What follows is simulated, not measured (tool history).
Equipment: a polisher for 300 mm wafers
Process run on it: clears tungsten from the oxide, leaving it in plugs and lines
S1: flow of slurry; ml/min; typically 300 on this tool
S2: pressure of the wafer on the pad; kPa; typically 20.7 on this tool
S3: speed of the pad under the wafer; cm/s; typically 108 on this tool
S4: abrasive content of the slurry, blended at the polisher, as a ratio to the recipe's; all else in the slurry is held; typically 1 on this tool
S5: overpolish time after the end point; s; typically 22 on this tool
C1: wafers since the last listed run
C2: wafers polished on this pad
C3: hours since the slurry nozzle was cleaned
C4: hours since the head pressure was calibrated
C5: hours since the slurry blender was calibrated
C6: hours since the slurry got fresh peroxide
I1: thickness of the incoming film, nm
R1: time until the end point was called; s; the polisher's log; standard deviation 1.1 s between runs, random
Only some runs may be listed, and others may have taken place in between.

run,hour,S1,S2,S3,S4,S5,C1,C2,C3,C4,C5,C6,I1,R1
1,0,300,24.1,108,1,22,0,224,82.2,666.4,353.8,96.3,273.2,59
# hour 17.9: slurry blender recalibrated
2,50.2,300,24.1,108,1,22,385,610,132.4,716.6,32.3,146.5,270.3,57.9
3,113.9,300,20.7,108,1,22,509,1120,196.1,780.3,96,210.2,268.2,66.3
4,154.8,300,20.7,108,1,22,327,1447,237,821.2,136.9,251.1,269.2,63.7
# hour 220.8: slurry tank refilled with fresh slurry and peroxide
5,222,300,20.7,108,1,22,529,1977,304.2,888.4,204.1,1.2,271.3,66.4
# hour 237.8: slurry nozzle cleaned
6,267,300,20.7,108,1,22,352,2329,29.2,933.4,249.1,46.2,272.1,67.3
# hour 313.9: worn pad replaced by a new one
7,333.3,300,20.7,108,1,22,498,155,95.5,999.7,315.4,112.5,270.5,65.6
# hour 352.5: slurry blender recalibrated
8,369.8,300,20.7,108,1,22,276,431,132,1036.2,17.3,149,268.8,64.1
9,412.4,300,20.7,108,1,22,340,772,174.6,1078.8,59.9,191.6,270.2,66.6
10,472.2,300,20.7,108,1,22,478,1251,234.4,1138.6,119.7,251.4,267.6,65.4
# hour 514.6: head pressure recalibrated
# hour 516.5: slurry tank refilled with fresh slurry and peroxide
# hour 523.6: slurry nozzle cleaned
11,533.1,300,20.7,108,1,22,455,1706,9.5,18.5,180.6,16.6,265,73.2
# hour 657.6: slurry blender recalibrated
# hour 670.9: worn pad replaced by a new one
12,704.9,300,20.7,108,1,22,1327,271,181.3,190.3,47.3,188.4,271.4,70.8
13,789.9,300,20.7,74,1,13,680,952,266.3,275.3,132.3,273.4,274.6,86
# hour 829.9: slurry tank refilled with fresh slurry and peroxide
14,838.2,360,18.6,108,0.85,22,378,1330,314.6,323.6,180.6,8.3,269.8,76.9
# hour 843.8: slurry nozzle cleaned
# hour 968.1: slurry blender recalibrated
# hour 984.6: worn pad replaced by a new one
15,1043.6,300,26.9,108,1,22,1588,472,199.8,529,75.5,213.7,267.1,51.5
16,1080.7,300,25.5,108,1,25,296,769,236.9,566.1,112.6,250.8,265.7,54.4
17,1116.1,380,20.7,142,1,18,283,1052,272.3,601.5,148,286.2,269.6,55.4
# hour 1148.2: slurry tank refilled with fresh slurry and peroxide
18,1184.4,300,25.5,126,1,22,538,1591,340.6,669.8,216.3,36.2,273.9,49.8
# hour 1194.3: slurry nozzle cleaned
# hour 1300: slurry blender recalibrated
# hour 1328.8: worn pad replaced by a new one
19,1351.4,300,20.7,108,0.8,33,1280,181,157.1,836.8,51.4,203.2,271.8,68.8
20,1375.7,300,14.5,124,1,22,194,375,181.4,861.1,75.7,227.5,268.7,85
21,1403.4,355,20.7,108,0.75,22,221,597,209.1,888.8,103.4,255.2,267.6,66.9
22,1465.1,300,17.2,108,1,28,493,1091,270.8,950.5,165.1,316.9,270.7,81.8
# hour 1467.9: slurry tank refilled with fresh slurry and peroxide
# hour 1479.8: slurry nozzle cleaned
23,1489.3,300,20.7,124,1,12,177,1268,9.5,974.7,189.3,21.4,273.3,60.8
24,1523.6,300,20.7,108,1,22,274,1543,43.8,1009,223.6,55.7,271.5,65.9
# hour 1551.6: head pressure recalibrated
25,1589.6,300,20.7,108,1,22,512,2055,109.8,38,289.6,121.7,273.1,70.6

Forecast each of these 4 alternatives for the next run:
A,1590,300,20.7,108,1,22,3,2058,110.2,38.4,290,122.1,267.1,?
B,1590,210,20.7,108,1,22,3,2058,110.2,38.4,290,122.1,267.1,?
C,1590,200,16.5,108,1,22,3,2058,110.2,38.4,290,122.1,267.1,?
D,1590,300,15.9,108,1,22,3,2058,110.2,38.4,290,122.1,267.1,?

run,R1
A,70.9
B,74.1
C,93.3
D,92.5
Without the tool's hidden state the same runs would have given:
run,R1
A,73.1
B,76.3
C,96.2
D,95.3

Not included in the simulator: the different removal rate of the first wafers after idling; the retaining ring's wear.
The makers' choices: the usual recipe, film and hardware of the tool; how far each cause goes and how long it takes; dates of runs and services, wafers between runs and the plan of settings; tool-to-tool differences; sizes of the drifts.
